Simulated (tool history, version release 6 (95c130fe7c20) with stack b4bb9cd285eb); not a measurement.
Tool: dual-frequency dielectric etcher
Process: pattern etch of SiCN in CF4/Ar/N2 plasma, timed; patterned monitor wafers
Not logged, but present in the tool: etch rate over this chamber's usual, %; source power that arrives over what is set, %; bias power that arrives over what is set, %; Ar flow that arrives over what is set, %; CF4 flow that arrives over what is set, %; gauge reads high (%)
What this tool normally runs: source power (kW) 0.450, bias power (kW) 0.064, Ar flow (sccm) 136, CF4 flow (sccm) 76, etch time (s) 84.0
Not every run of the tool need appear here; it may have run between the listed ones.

run,hour,source power (kW),bias power (kW),Ar flow (sccm),CF4 flow (sccm),etch time (s),wafers since the last listed run,hours since the last wet clean,hours since the last source power generator calibration,hours since the last bias power generator calibration,hours since the last Ar flow controller change,hours since the last CF4 flow controller change,hours since the last upper electrode change,hours since the gauge calibration,"read-back reference wafer on the same gauge, depth_nm",mean etch depth across the wafer (angstrom)
1,0.0,0.380,0.064,136,67,84.0,0,13.9,3588.6,1967.6,3212.6,3472.0,146.1,187.1,68.5,589
# hour 11.3: bias power generator calibrated
2,16.1,0.520,0.064,136,81,98.5,142,30.0,3604.7,4.8,3228.7,3488.1,162.2,203.2,68.5,1015
# hour 23.2: CF4 flow controller replaced
# hour 30.6: Ar flow controller replaced
3,31.1,0.450,0.071,136,57,84.0,35,45.0,3619.7,19.8,0.5,7.9,177.2,218.2,68.5,714
4,42.7,0.450,0.064,136,76,84.0,136,56.6,3631.3,31.4,12.1,19.5,188.8,229.8,68.5,733
5,58.2,0.450,0.064,136,76,84.0,182,72.1,3646.8,46.9,27.6,35.0,204.3,245.3,68.6,741
6,73.3,0.450,0.051,124,76,84.0,177,87.2,3661.9,62.0,42.7,50.1,219.4,260.4,68.5,661
7,80.7,0.530,0.064,121,92,84.0,86,94.6,3669.3,69.4,50.1,57.5,226.8,267.8,68.5,940
8,89.3,0.450,0.055,157,83,101.5,101,103.2,3677.9,78.0,58.7,66.1,235.4,276.4,68.5,803
# hour 98.1: source power generator calibrated
9,99.3,0.540,0.064,136,59,84.0,70,113.2,1.2,88.0,68.7,76.1,245.4,286.4,68.5,824
10,113.0,0.450,0.064,136,76,84.0,161,126.9,14.9,101.7,82.4,89.8,259.1,300.1,68.4,734
11,126.7,0.450,0.064,136,76,84.0,161,140.6,28.6,115.4,96.1,103.5,272.8,313.8,68.5,728
# hour 138.3: gauge calibrated
12,139.3,0.450,0.064,136,76,84.0,148,153.2,41.2,128.0,108.7,116.1,285.4,1.0,68.5,734
13,146.5,0.450,0.064,147,84,84.0,84,160.4,48.4,135.2,115.9,123.3,292.6,8.2,68.5,741
14,168.5,0.450,0.059,102,76,84.0,258,182.4,70.4,157.2,137.9,145.3,314.6,30.2,68.6,759
15,197.0,0.540,0.064,136,76,64.0,334,210.9,98.9,185.7,166.4,173.8,343.1,58.7,68.4,677
16,210.7,0.450,0.064,169,76,106.5,161,224.6,112.6,199.4,180.1,187.5,356.8,72.4,68.5,884
17,222.8,0.450,0.064,136,76,92.0,142,236.7,124.7,211.5,192.2,199.6,368.9,84.5,68.6,810
18,232.8,0.450,0.064,136,76,70.0,117,246.7,134.7,221.5,202.2,209.6,378.9,94.5,68.5,614
19,250.8,0.390,0.052,136,86,84.0,211,264.7,152.7,239.5,220.2,227.6,396.9,112.5,68.6,579
20,261.0,0.450,0.064,136,76,84.0,119,274.9,162.9,249.7,230.4,237.8,407.1,122.7,68.4,732
21,267.4,0.450,0.064,136,76,84.0,75,281.3,169.3,256.1,236.8,244.2,413.5,129.1,68.5,736

What if the next run were any one of these 5? Each begins from the tool's condition after run 21:
A,267.8,0.540,0.064,136,76,84.0,4,281.7,169.7,256.5,237.2,244.6,413.9,129.5,?,?
B,267.8,0.500,0.064,136,76,84.0,4,281.7,169.7,256.5,237.2,244.6,413.9,129.5,?,?
C,267.8,0.450,0.064,162,65,99.5,4,281.7,169.7,256.5,237.2,244.6,413.9,129.5,?,?
D,267.8,0.520,0.064,111,93,73.0,4,281.7,169.7,256.5,237.2,244.6,413.9,129.5,?,?
E,267.8,0.450,0.073,136,76,84.0,4,281.7,169.7,256.5,237.2,244.6,413.9,129.5,?,?

run,"read-back reference wafer on the same gauge, depth_nm",mean etch depth across the wafer (angstrom)
A,68.5,879
B,68.5,812
C,68.5,790
D,68.5,809
E,68.5,782
Had the tool no hidden state, the same runs would have come out as:
run,mean etch depth across the wafer (angstrom)
A,879
B,812
C,790
D,809
E,782
